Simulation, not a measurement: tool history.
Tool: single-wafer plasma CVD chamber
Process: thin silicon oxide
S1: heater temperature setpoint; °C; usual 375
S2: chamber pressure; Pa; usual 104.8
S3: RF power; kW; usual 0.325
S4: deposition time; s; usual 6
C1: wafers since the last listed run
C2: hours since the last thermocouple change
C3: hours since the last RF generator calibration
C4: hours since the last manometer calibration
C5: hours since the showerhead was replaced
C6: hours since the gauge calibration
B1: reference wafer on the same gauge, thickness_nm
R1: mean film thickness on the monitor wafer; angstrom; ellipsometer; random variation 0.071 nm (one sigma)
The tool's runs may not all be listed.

run,hour,S1,S2,S3,S4,C1,C2,C3,C4,C5,C6,B1,R1
1,0,384,104.8,0.325,6,0,748.8,1158.6,1365.9,4379.4,883.6,11.607,122.7
2,90.5,375,104.8,0.325,6,1770,839.3,1249.1,1456.4,4469.9,974.1,11.641,123.49
3,139.7,375,104.8,0.325,6,962,888.5,1298.3,1505.6,4519.1,1023.3,11.686,123.85
# hour 203.9: RF generator calibrated
# hour 222.3: thermocouple changed; heater temperature recalibrated
4,405.3,375,104.8,0.325,6,4881,183,201.4,1771.2,4784.7,1288.9,11.747,124.25
5,470.5,365,104.8,0.325,6,1275,248.2,266.6,1836.4,4849.9,1354.1,11.763,126.63
6,542.8,365,104.8,0.325,6,1414,320.5,338.9,1908.7,4922.2,1426.4,11.789,125.45
7,711.1,375,104.8,0.325,6,3291,488.8,507.2,2077,5090.5,1594.7,11.88,125.96
# hour 773: gauge calibrated
8,805.2,375,104.8,0.325,6,1840,582.9,601.3,2171.1,5184.6,32.2,11.28,120.11
9,849.4,375,104.8,0.325,6,864,627.1,645.5,2215.3,5228.8,76.4,11.309,119.51
10,887,375,99.2,0.325,6,735,664.7,683.1,2252.9,5266.4,114,11.313,116.45
11,951,375,104.8,0.325,6,1251,728.7,747.1,2316.9,5330.4,178,11.353,119.53
12,1022.1,375,81.7,0.38,5.11,1390,799.8,818.2,2388,5401.5,249.1,11.371,98.96
13,1066.2,363,104.8,0.34,6,862,843.9,862.3,2432.1,5445.6,293.2,11.373,124.8
14,1155.5,375,127.7,0.325,6,1746,933.2,951.6,2521.4,5534.9,382.5,11.424,133.88
# hour 1232.4: thermocouple changed; heater temperature recalibrated
15,1235.5,362,79.3,0.27,5.59,1408,3.1,1031.6,2601.4,5614.9,462.5,11.443,88.3
# hour 1245.6: capacitance manometer re-zeroed and calibrated
16,1306.1,362,114.3,0.325,6,1224,73.7,1102.2,60.5,5685.5,533.1,11.461,128.9
17,1390.9,363,104.8,0.355,7.01,1658,158.5,1187,145.3,5770.3,617.9,11.503,149.68
18,1488.3,375,104.8,0.325,6,1905,255.9,1284.4,242.7,5867.7,715.3,11.503,122.48
# hour 1525.3: RF generator calibrated
19,1567.1,375,104.8,0.325,6,1384,334.7,41.8,321.5,5946.5,794.1,11.561,122.97
# hour 1593.4: showerhead replaced
20,1790.6,375,104.8,0.325,6,4214,558.2,265.3,545,197.2,1017.6,11.632,122.65
21,1881,375,104.8,0.325,5.45,1768,648.6,355.7,635.4,287.6,1108,11.682,112.04
22,1964.7,361,119.3,0.325,6,1637,732.3,439.4,719.1,371.3,1191.7,11.681,133.33
23,2023.5,375,104.8,0.325,6,1150,791.1,498.2,777.9,430.1,1250.5,11.716,123.95

Forecast each of these 5 alternatives for the next run:
A,2023.9,375,104.8,0.325,6,7,791.5,498.6,778.3,430.5,1250.9,?,?
B,2023.9,362,88.5,0.305,6.93,7,791.5,498.6,778.3,430.5,1250.9,?,?
C,2023.9,361,91.2,0.3,6,7,791.5,498.6,778.3,430.5,1250.9,?,?
D,2023.9,375,104.8,0.325,6.63,7,791.5,498.6,778.3,430.5,1250.9,?,?
E,2023.9,375,104.8,0.285,6,7,791.5,498.6,778.3,430.5,1250.9,?,?

run,B1,R1
A,11.7,124.72
B,11.7,128.59
C,11.7,111.9
D,11.7,137.79
E,11.7,114.51
Without the tool's hidden state the same runs would have given:
run,R1
A,120.36
B,124.09
C,107.98
D,132.97
E,110.5

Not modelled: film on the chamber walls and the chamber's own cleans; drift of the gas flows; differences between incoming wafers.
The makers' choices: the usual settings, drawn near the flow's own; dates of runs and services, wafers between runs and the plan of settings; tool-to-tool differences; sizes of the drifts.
